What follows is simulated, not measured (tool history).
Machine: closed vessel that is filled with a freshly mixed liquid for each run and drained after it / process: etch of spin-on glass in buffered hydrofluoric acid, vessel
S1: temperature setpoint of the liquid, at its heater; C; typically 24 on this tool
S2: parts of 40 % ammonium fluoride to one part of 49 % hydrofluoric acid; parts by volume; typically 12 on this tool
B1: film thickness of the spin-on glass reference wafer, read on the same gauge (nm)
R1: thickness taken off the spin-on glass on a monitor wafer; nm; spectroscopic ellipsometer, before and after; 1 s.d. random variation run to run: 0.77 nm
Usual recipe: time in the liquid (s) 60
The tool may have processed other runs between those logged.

{"run": 1, "hour": 0.0, "S1": 24, "S2": 12, "time in the liquid (s)": 60, "B1": 62.91, "R1": 97.38}
{"run": 2, "hour": 72.0, "S1": 24, "S2": 12, "time in the liquid (s)": 60, "B1": 62.98, "R1": 97.33}
{"run": 3, "hour": 107.8, "S1": 22.5, "S2": 12, "time in the liquid (s)": 60, "B1": 63.03, "R1": 89.56}
{"run": 4, "hour": 142.8, "S1": 22.5, "S2": 12, "time in the liquid (s)": 60, "B1": 63.02, "R1": 90.54}
{"run": 5, "hour": 176.5, "S1": 24, "S2": 12, "time in the liquid (s)": 60, "B1": 63.04, "R1": 97.67}
{"run": 6, "hour": 206.7, "S1": 24, "S2": 12, "time in the liquid (s)": 40, "B1": 63.05, "R1": 64.85}
{"run": 7, "hour": 232.6, "S1": 24, "S2": 13.5, "time in the liquid (s)": 80, "B1": 63.06, "R1": 117.08}
{"run": 8, "hour": 266.5, "S1": 24, "S2": 12, "time in the liquid (s)": 60, "B1": 63.08, "R1": 95.99}
{"run": 9, "hour": 295.6, "S1": 24, "S2": 12, "time in the liquid (s)": 60, "B1": 63.16, "R1": 96.47}
{"run": 10, "hour": 315.2, "S1": 24, "S2": 12, "time in the liquid (s)": 60, "B1": 63.12, "R1": 98.11}
{"hour": 320.2, "done": "gauge calibrated"}
{"run": 11, "hour": 330.8, "S1": 20.5, "S2": 12, "time in the liquid (s)": 35, "B1": 60.08, "R1": 43.87}
{"run": 12, "hour": 351.1, "S1": 26, "S2": 12, "time in the liquid (s)": 60, "B1": 60.22, "R1": 101.55}
{"run": 13, "hour": 437.0, "S1": 26, "S2": 12, "time in the liquid (s)": 60, "B1": 60.76, "R1": 105.15}
{"run": 14, "hour": 466.2, "S1": 26, "S2": 12, "time in the liquid (s)": 60, "B1": 60.91, "R1": 103.84}
{"run": 15, "hour": 488.0, "S1": 24, "S2": 12, "time in the liquid (s)": 60, "B1": 60.99, "R1": 94.39}
{"run": 16, "hour": 506.5, "S1": 24, "S2": 10.5, "time in the liquid (s)": 35, "B1": 61.07, "R1": 61.71}
{"run": 17, "hour": 540.9, "S1": 27.5, "S2": 10.5, "time in the liquid (s)": 40, "B1": 61.26, "R1": 86.95}
{"run": 18, "hour": 555.9, "S1": 24, "S2": 12, "time in the liquid (s)": 60, "B1": 61.34, "R1": 95.37}
{"run": 19, "hour": 638.5, "S1": 24, "S2": 12, "time in the liquid (s)": 60, "B1": 61.66, "R1": 94.05}
{"run": 20, "hour": 657.5, "S1": 24, "S2": 8.5, "time in the liquid (s)": 35, "B1": 61.75, "R1": 74.63}
{"run": 21, "hour": 671.8, "S1": 29, "S2": 15, "time in the liquid (s)": 75, "B1": 61.79, "R1": 124.21}
{"run": 22, "hour": 707.1, "S1": 27, "S2": 9, "time in the liquid (s)": 80, "B1": 61.91, "R1": 188.42}
{"run": 23, "hour": 725.3, "S1": 26, "S2": 12, "time in the liquid (s)": 60, "B1": 61.94, "R1": 106.1}
{"hour": 742.1, "done": "hydrofluoric acid flow meter replaced"}
{"hour": 747.6, "done": "thermometer replaced"}
{"run": 24, "hour": 757.8, "S1": 24, "S2": 12, "time in the liquid (s)": 60, "B1": 62.03, "R1": 96.07}
{"run": 25, "hour": 776.8, "S1": 24, "S2": 14.5, "time in the liquid (s)": 60, "B1": 62.07, "R1": 78.97}
{"run": 26, "hour": 798.1, "S1": 24, "S2": 16, "time in the liquid (s)": 60, "B1": 62.13, "R1": 72.26}
{"run": 27, "hour": 821.9, "S1": 24, "S2": 12, "time in the liquid (s)": 60, "B1": 62.22, "R1": 95.08}
{"run": 28, "hour": 857.3, "S1": 20.5, "S2": 12, "time in the liquid (s)": 75, "B1": 62.28, "R1": 97.69}
{"run": 29, "hour": 886.1, "S1": 24, "S2": 12, "time in the liquid (s)": 75, "B1": 62.36, "R1": 119.86}
{"run": 30, "hour": 919.9, "S1": 19.5, "S2": 12, "time in the liquid (s)": 60, "B1": 62.43, "R1": 75.59}
{"run": 31, "hour": 942.6, "S1": 19, "S2": 17, "time in the liquid (s)": 40, "B1": 62.41, "R1": 34.78}
{"run": 32, "hour": 976.6, "S1": 21.5, "S2": 8.5, "time in the liquid (s)": 35, "B1": 62.55, "R1": 65.77}
{"run": 33, "hour": 1006.8, "S1": 27, "S2": 12, "time in the liquid (s)": 60, "B1": 62.53, "R1": 112.58}

Measured minus without-hidden-state, run by run (identical run-to-run variation in each term; gauge scatter may differ):
Unlogged tool condition in this case: liquid hotter than its thermometer reads (K); hydrofluoric acid flow above the setpoint (%); gauge reads high (%).
run=1 R1=+4.57
run=2 R1=+4.64
run=3 R1=+4.31
run=4 R1=+4.38
run=5 R1=+4.75
run=6 R1=+3.17
run=7 R1=+5.74
run=8 R1=+4.73
run=9 R1=+4.77
run=10 R1=+4.86
run=11 R1=+0.04
run=12 R1=+0.33
run=13 R1=+1.29
run=14 R1=+1.54
run=15 R1=+1.58
run=16 R1=+1.12
run=17 R1=+1.81
run=18 R1=+2.08
run=19 R1=+2.54
run=20 R1=+2.1
run=21 R1=+3.58
run=22 R1=+5.76
run=23 R1=+3.34
run=24 R1=+3.16
run=25 R1=+2.65
run=26 R1=+2.49
run=27 R1=+3.36
run=28 R1=+3.57
run=29 R1=+4.49
run=30 R1=+2.91
run=31 R1=+1.36
run=32 R1=+2.63
run=33 R1=+4.58
